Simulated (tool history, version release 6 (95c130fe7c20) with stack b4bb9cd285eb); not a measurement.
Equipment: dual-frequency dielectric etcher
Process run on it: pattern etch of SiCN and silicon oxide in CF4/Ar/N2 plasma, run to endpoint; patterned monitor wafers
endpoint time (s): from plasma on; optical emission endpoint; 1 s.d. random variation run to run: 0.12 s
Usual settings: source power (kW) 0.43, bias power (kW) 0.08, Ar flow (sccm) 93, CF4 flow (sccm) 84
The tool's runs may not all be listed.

run	hour	source power (kW)	bias power (kW)	Ar flow (sccm)	CF4 flow (sccm)	wafers since the last listed run	hours since the last wet clean	hours since the last source power generator calibration	hours since the last bias power generator calibration	hours since the last Ar flow controller change	hours since the last CF4 flow controller change	hours since the last upper electrode change	incoming incoming film thickness, nm	endpoint time (s)
1	0	0.5	0.08	93	84	0	147.9	1052.4	1134.9	5051.8	4911	3514.8	16.81	15.5
2	84.7	0.5	0.08	93	84	874	232.6	1137.1	1219.6	5136.5	4995.7	3599.5	16.78	15.5
3	110.7	0.43	0.08	93	84	268	258.6	1163.1	1245.6	5162.5	5021.7	3625.5	16.93	18.3
4	138.5	0.43	0.08	93	84	286	286.4	1190.9	1273.4	5190.3	5049.5	3653.3	16.97	18.1
5	156.1	0.43	0.08	93	92	181	304	1208.5	1291	5207.9	5067.1	3670.9	16.87	17.8
6	173	0.43	0.08	93	92	174	320.9	1225.4	1307.9	5224.8	5084	3687.8	16.88	17.7
7	200.3	0.43	0.08	93	84	281	348.2	1252.7	1335.2	5252.1	5111.3	3715.1	16.88	17.8
8	220.7	0.43	0.08	93	104	210	368.6	1273.1	1355.6	5272.5	5131.7	3735.5	16.91	17.6
# hour 270.2: CF4 flow controller replaced
# hour 277.7: Ar flow controller replaced
# hour 291.8: wet clean of the chamber
# hour 292.2: source power generator calibrated
# hour 329.5: bias power generator calibrated
# hour 351.8: upper electrode replaced
9	352.3	0.43	0.08	93	84	814	60.5	60.1	22.8	74.6	82.1	0.5	16.88	18.8
10	352.6	0.36	0.075	71	104	3	60.8	60.4	23.1	74.9	82.4	0.8	16.88	21.8
11	378.2	0.43	0.08	93	84	264	86.4	86	48.7	100.5	108	26.4	16.88	18.6
12	402.9	0.43	0.08	93	84	254	111.1	110.7	73.4	125.2	132.7	51.1	16.98	19
13	424.6	0.37	0.08	107	84	224	132.8	132.4	95.1	146.9	154.4	72.8	16.92	22.8
14	447.8	0.43	0.08	106	65	239	156	155.6	118.3	170.1	177.6	96	16.71	19.6

3 options for the next run, each taken on its own from the tool as it stands now. Forecast them:
A	448.2	0.43	0.08	93	84	4	156.4	156	118.7	170.5	178	96.4	16.84	?
B	448.2	0.47	0.08	81	74	4	156.4	156	118.7	170.5	178	96.4	16.84	?
C	448.2	0.43	0.095	93	84	4	156.4	156	118.7	170.5	178	96.4	16.84	?

run	endpoint time (s)
A	18.6
B	16.8
C	17.9
The same runs, with their run-to-run variation unchanged, on a tool lacking any hidden condition would have given:
run	endpoint time (s)
A	18.9
B	17
C	18.1
